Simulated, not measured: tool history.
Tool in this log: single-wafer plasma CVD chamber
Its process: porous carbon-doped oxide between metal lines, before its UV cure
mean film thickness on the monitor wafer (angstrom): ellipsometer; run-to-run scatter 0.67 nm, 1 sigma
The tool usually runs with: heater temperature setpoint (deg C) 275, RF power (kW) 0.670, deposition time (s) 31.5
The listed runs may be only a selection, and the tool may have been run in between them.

run    hour  heater temperature setpoint (deg C)  RF power (kW)  deposition time (s)  wafers since the last listed run  hours since the last thermocouple change  hours since the last RF generator calibration  hours since the showerhead was replaced  hours since the gauge calibration  read-back reference wafer on the same gauge, thickness_nm  mean film thickness on the monitor wafer (angstrom)
  1     0.0                                  275          0.670                 29.1                                 0                                     877.8                                          735.4                                   5730.2                             1686.8                                                    230.000                                              2231.88
  2    65.3                                  275          0.670                 29.1                              1151                                     943.1                                          800.7                                   5795.5                             1752.1                                                    229.994                                              2232.46
  3    92.4                                  275          0.670                 29.1                               477                                     970.2                                          827.8                                   5822.6                             1779.2                                                    229.983                                              2230.62
  4   134.1                                  275          0.670                 31.5                               735                                    1011.9                                          869.5                                   5864.3                             1820.9                                                    230.011                                              2415.71
  5   307.4                                  275          0.670                 31.5                              3054                                    1185.2                                         1042.8                                   6037.6                             1994.2                                                    229.805                                              2413.19
      340.0  -- showerhead replaced
      342.3  -- thermocouple changed; heater temperature recalibrated
  6   377.1                                  278          0.670                 31.5                              1047                                      34.8                                         1112.5                                     37.1                             2063.9                                                    229.984                                              2308.66
  7   430.6                                  278          0.670                 31.5                               943                                      88.3                                         1166.0                                     90.6                             2117.4                                                    230.014                                              2297.46
  8   454.6                                  278          0.670                 31.5                               423                                     112.3                                         1190.0                                    114.6                             2141.4                                                    230.105                                              2295.39
      494.2  -- gauge calibrated
  9   514.6                                  275          0.670                 35.4                              1057                                     172.3                                         1250.0                                    174.6                               20.4                                                    229.932                                              2622.63
 10   564.3                                  275          0.670                 35.4                               876                                     222.0                                         1299.7                                    224.3                               70.1                                                    229.907                                              2609.04
 11   636.1                                  275          0.755                 28.5                              1265                                     293.8                                         1371.5                                    296.1                              141.9                                                    229.774                                              2357.32
 12   697.3                                  275          0.755                 28.5                              1078                                     355.0                                         1432.7                                    357.3                              203.1                                                    230.050                                              2343.93
 13   758.8                                  275          0.755                 28.5                              1084                                     416.5                                         1494.2                                    418.8                              264.6                                                    230.224                                              2350.19
 14   816.5                                  275          0.670                 31.5                              1017                                     474.2                                         1551.9                                    476.5                              322.3                                                    230.066                                              2313.99
      849.3  -- thermocouple changed; heater temperature recalibrated, repeated, since the last time left the tool worse
 15   873.3                                  275          0.670                 31.5                               860                                      24.0                                         1608.7                                    533.3                              379.1                                                    229.968                                              2448.03
 16   929.7                                  275          0.560                 35.0                               994                                      80.4                                         1665.1                                    589.7                              435.5                                                    229.955                                              2294.47
 17   960.9                                  281          0.555                 26.4                               549                                     111.6                                         1696.3                                    620.9                              466.7                                                    230.108                                              1654.52
 18  1019.7                                  275          0.800                 28.4                              1036                                     170.4                                         1755.1                                    679.7                              525.5                                                    230.090                                              2567.96
 19  1076.5                                  275          0.755                 28.5                              1001                                     227.2                                         1811.9                                    736.5                              582.3                                                    229.981                                              2463.58
 20  1127.3                                  275          0.620                 31.5                               895                                     278.0                                         1862.7                                    787.3                              633.1                                                    230.025                                              2266.31
 21  1187.3                                  264          0.615                 31.5                              1057                                     338.0                                         1922.7                                    847.3                              693.1                                                    229.966                                              2431.49
 22  1236.6                                  275          0.670                 31.5                               868                                     387.3                                         1972.0                                    896.6                              742.4                                                    230.002                                              2438.32
     1265.4  -- RF generator calibrated
 23  1300.8                                  275          0.555                 35.5                               990                                     451.5                                           35.4                                    960.8                              806.6                                                    230.032                                              2285.05
 24  1344.0                                  275          0.670                 35.9                               761                                     494.7                                           78.6                                   1004.0                              849.8                                                    230.019                                              2760.74
 25  1410.1                                  286          0.600                 25.7                              1165                                     560.8                                          144.7                                   1070.1                              915.9                                                    229.912                                              1674.00
 26  1436.6                                  263          0.670                 37.8                               467                                     587.3                                          171.2                                   1096.6                              942.4                                                    230.060                                              3155.50
 27  1498.7                                  275          0.560                 37.6                              1094                                     649.4                                          233.3                                   1158.7                             1004.5                                                    229.857                                              2431.27
 28  1708.9                                  275          0.710                 37.3                              3705                                     859.6                                          443.5                                   1368.9                             1214.7                                                    230.089                                              2992.49
 29  1779.5                                  263          0.670                 37.8                              1244                                     930.2                                          514.1                                   1439.5                             1285.3                                                    230.038                                              3116.54
 30  1824.4                                  282          0.670                 31.5                               791                                     975.1                                          559.0                                   1484.4                             1330.2                                                    230.053                                              2294.35
 31  1854.6                                  264          0.625                 33.6                               532                                    1005.3                                          589.2                                   1514.6                             1360.4                                                    229.902                                              2604.59
 32  1907.0                                  275          0.760                 29.0                               923                                    1057.7                                          641.6                                   1567.0                             1412.8                                                    230.173                                              2475.07
 33  1940.3                                  261          0.670                 31.5                               586                                    1091.0                                          674.9                                   1600.3                             1446.1                                                    229.926                                              2645.98
 34  1967.4                                  288          0.595                 29.8                               477                                    1118.1                                          702.0                                   1627.4                             1473.2                                                    229.885                                              1881.01

Measured less the same run without the tool's hidden state. The same run-to-run variation is in both; the gauge's scatter may not be:
Hidden state at play: wafer temperature above the value expected at the setpoint (K); delivered RF power above the setpoint (%); gauge reads high (%).
run  mean film thickness on the monitor wafer (angstrom)
  1                                               -35.91
  2                                               -38.77
  3                                               -39.91
  4                                               -45.20
  5                                               -53.33
  6                                              -101.45
  7                                              -103.34
  8                                              -104.31
  9                                              -124.10
 10                                              -126.00
 11                                              -117.18
 12                                              -119.33
 13                                              -122.49
 14                                              -123.23
 15                                                -1.76
 16                                                -4.16
 17                                                -3.88
 18                                                -9.15
 19                                               -11.49
 20                                               -12.81
 21                                               -17.34
 22                                               -18.97
 23                                               -20.63
 24                                               -27.25
 25                                               -17.77
 26                                               -38.69
 27                                               -31.33
 28                                               -50.85
 29                                               -60.12
 30                                               -42.67
 31                                               -54.05
 32                                               -51.65
 33                                               -60.27
 34                                               -38.61

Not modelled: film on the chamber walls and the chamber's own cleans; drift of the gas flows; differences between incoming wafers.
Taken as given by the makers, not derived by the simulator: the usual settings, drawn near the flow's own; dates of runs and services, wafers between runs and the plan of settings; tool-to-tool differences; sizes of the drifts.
